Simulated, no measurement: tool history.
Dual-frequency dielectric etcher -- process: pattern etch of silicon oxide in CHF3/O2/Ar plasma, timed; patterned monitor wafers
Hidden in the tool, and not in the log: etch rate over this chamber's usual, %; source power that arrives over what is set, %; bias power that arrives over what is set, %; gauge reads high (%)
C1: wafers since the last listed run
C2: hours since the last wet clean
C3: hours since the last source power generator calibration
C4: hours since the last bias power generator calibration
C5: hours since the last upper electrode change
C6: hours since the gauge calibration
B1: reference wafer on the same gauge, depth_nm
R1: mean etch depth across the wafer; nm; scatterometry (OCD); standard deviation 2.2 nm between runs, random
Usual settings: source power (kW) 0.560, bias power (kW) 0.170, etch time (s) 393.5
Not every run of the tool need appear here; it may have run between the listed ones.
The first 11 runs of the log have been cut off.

{"run": 12, "day": 10.592, "source power (kW)": 0.56, "bias power (kW)": 0.17, "etch time (s)": 393.5, "C1": 22, "C2": 5.2, "C3": 1802.1, "C4": 218.6, "C5": 198.6, "C6": 591.7, "B1": 861.3, "R1": 729.0}
{"run": 13, "day": 11.321, "source power (kW)": 0.52, "bias power (kW)": 0.17, "etch time (s)": 393.5, "C1": 91, "C2": 22.7, "C3": 1819.6, "C4": 236.1, "C5": 216.1, "C6": 609.2, "B1": 860.6, "R1": 702.3}
{"run": 14, "day": 11.829, "source power (kW)": 0.63, "bias power (kW)": 0.17, "etch time (s)": 332.5, "C1": 63, "C2": 34.9, "C3": 1831.8, "C4": 248.3, "C5": 228.3, "C6": 621.4, "B1": 861.5, "R1": 663.7}
{"run": 15, "day": 12.583, "source power (kW)": 0.56, "bias power (kW)": 0.17, "etch time (s)": 393.5, "C1": 94, "C2": 53.0, "C3": 1849.9, "C4": 266.4, "C5": 246.4, "C6": 639.5, "B1": 860.8, "R1": 735.0}
{"run": 16, "day": 13.112, "source power (kW)": 0.56, "bias power (kW)": 0.17, "etch time (s)": 393.5, "C1": 66, "C2": 65.7, "C3": 1862.6, "C4": 279.1, "C5": 259.1, "C6": 652.2, "B1": 860.9, "R1": 733.7}
{"run": 17, "day": 13.9, "source power (kW)": 0.68, "bias power (kW)": 0.209, "etch time (s)": 436.0, "C1": 98, "C2": 84.6, "C3": 1881.5, "C4": 298.0, "C5": 278.0, "C6": 671.1, "B1": 861.0, "R1": 962.4}
{"day": 17.425, "done": "source power generator calibrated"}
{"run": 18, "day": 17.575, "source power (kW)": 0.56, "bias power (kW)": 0.129, "etch time (s)": 438.0, "C1": 439, "C2": 172.8, "C3": 3.6, "C4": 386.2, "C5": 366.2, "C6": 759.3, "B1": 861.0, "R1": 791.2}
{"run": 19, "day": 18.283, "source power (kW)": 0.56, "bias power (kW)": 0.17, "etch time (s)": 468.5, "C1": 88, "C2": 189.8, "C3": 20.6, "C4": 403.2, "C5": 383.2, "C6": 776.3, "B1": 861.5, "R1": 907.3}
{"day": 18.858, "done": "gauge calibrated"}
{"run": 20, "day": 19.271, "source power (kW)": 0.56, "bias power (kW)": 0.156, "etch time (s)": 465.5, "C1": 123, "C2": 213.5, "C3": 44.3, "C4": 426.9, "C5": 406.9, "C6": 9.9, "B1": 860.7, "R1": 877.1}
{"run": 21, "day": 20.3, "source power (kW)": 0.56, "bias power (kW)": 0.185, "etch time (s)": 352.0, "C1": 128, "C2": 238.2, "C3": 69.0, "C4": 451.6, "C5": 431.6, "C6": 34.6, "B1": 861.2, "R1": 701.1}
{"run": 22, "day": 21.758, "source power (kW)": 0.56, "bias power (kW)": 0.17, "etch time (s)": 393.5, "C1": 182, "C2": 273.2, "C3": 104.0, "C4": 486.6, "C5": 466.6, "C6": 69.6, "B1": 860.5, "R1": 768.7}
{"run": 23, "day": 22.258, "source power (kW)": 0.56, "bias power (kW)": 0.17, "etch time (s)": 463.5, "C1": 62, "C2": 285.2, "C3": 116.0, "C4": 498.6, "C5": 478.6, "C6": 81.6, "B1": 860.8, "R1": 904.7}
{"run": 24, "day": 22.988, "source power (kW)": 0.56, "bias power (kW)": 0.17, "etch time (s)": 393.5, "C1": 91, "C2": 302.7, "C3": 133.5, "C4": 516.1, "C5": 496.1, "C6": 99.1, "B1": 861.2, "R1": 772.7}
{"run": 25, "day": 24.475, "source power (kW)": 0.56, "bias power (kW)": 0.148, "etch time (s)": 393.5, "C1": 186, "C2": 338.4, "C3": 169.2, "C4": 551.8, "C5": 531.8, "C6": 134.8, "B1": 861.2, "R1": 744.2}
{"run": 26, "day": 25.192, "source power (kW)": 0.66, "bias power (kW)": 0.134, "etch time (s)": 444.5, "C1": 89, "C2": 355.6, "C3": 186.4, "C4": 569.0, "C5": 549.0, "C6": 152.0, "B1": 861.0, "R1": 903.0}
{"run": 27, "day": 26.283, "source power (kW)": 0.56, "bias power (kW)": 0.136, "etch time (s)": 352.5, "C1": 136, "C2": 381.8, "C3": 212.6, "C4": 595.2, "C5": 575.2, "C6": 178.2, "B1": 861.1, "R1": 656.2}
{"run": 28, "day": 26.921, "source power (kW)": 0.48, "bias power (kW)": 0.17, "etch time (s)": 393.5, "C1": 79, "C2": 397.1, "C3": 227.9, "C4": 610.5, "C5": 590.5, "C6": 193.5, "B1": 860.8, "R1": 702.8}
{"run": 29, "day": 27.692, "source power (kW)": 0.61, "bias power (kW)": 0.17, "etch time (s)": 393.5, "C1": 96, "C2": 415.6, "C3": 246.4, "C4": 629.0, "C5": 609.0, "C6": 212.0, "B1": 860.8, "R1": 816.0}
{"run": 30, "day": 28.45, "source power (kW)": 0.51, "bias power (kW)": 0.184, "etch time (s)": 484.0, "C1": 94, "C2": 433.8, "C3": 264.6, "C4": 647.2, "C5": 627.2, "C6": 230.2, "B1": 861.4, "R1": 920.7}

Forecast each of these 4 alternatives for the next run:
{"run": "A", "day": 28.471, "source power (kW)": 0.56, "bias power (kW)": 0.157, "etch time (s)": 393.5, "C1": 2, "C2": 434.3, "C3": 265.1, "C4": 647.7, "C5": 627.7, "C6": 230.7, "B1": "?", "R1": "?"}
{"run": "B", "day": 28.471, "source power (kW)": 0.69, "bias power (kW)": 0.187, "etch time (s)": 393.5, "C1": 2, "C2": 434.3, "C3": 265.1, "C4": 647.7, "C5": 627.7, "C6": 230.7, "B1": "?", "R1": "?"}
{"run": "C", "day": 28.471, "source power (kW)": 0.56, "bias power (kW)": 0.17, "etch time (s)": 329.5, "C1": 2, "C2": 434.3, "C3": 265.1, "C4": 647.7, "C5": 627.7, "C6": 230.7, "B1": "?", "R1": "?"}
{"run": "D", "day": 28.471, "source power (kW)": 0.46, "bias power (kW)": 0.189, "etch time (s)": 431.0, "C1": 2, "C2": 434.3, "C3": 265.1, "C4": 647.7, "C5": 627.7, "C6": 230.7, "B1": "?", "R1": "?"}

run=A B1=861.0 R1=757.5
run=B B1=861.0 R1=896.2
run=C B1=861.0 R1=647.9
run=D B1=861.0 R1=767.8
Without the tool's unlogged condition, the same runs would have read:
run=A R1=732.5
run=B R1=866.6
run=C R1=626.5
run=D R1=742.5
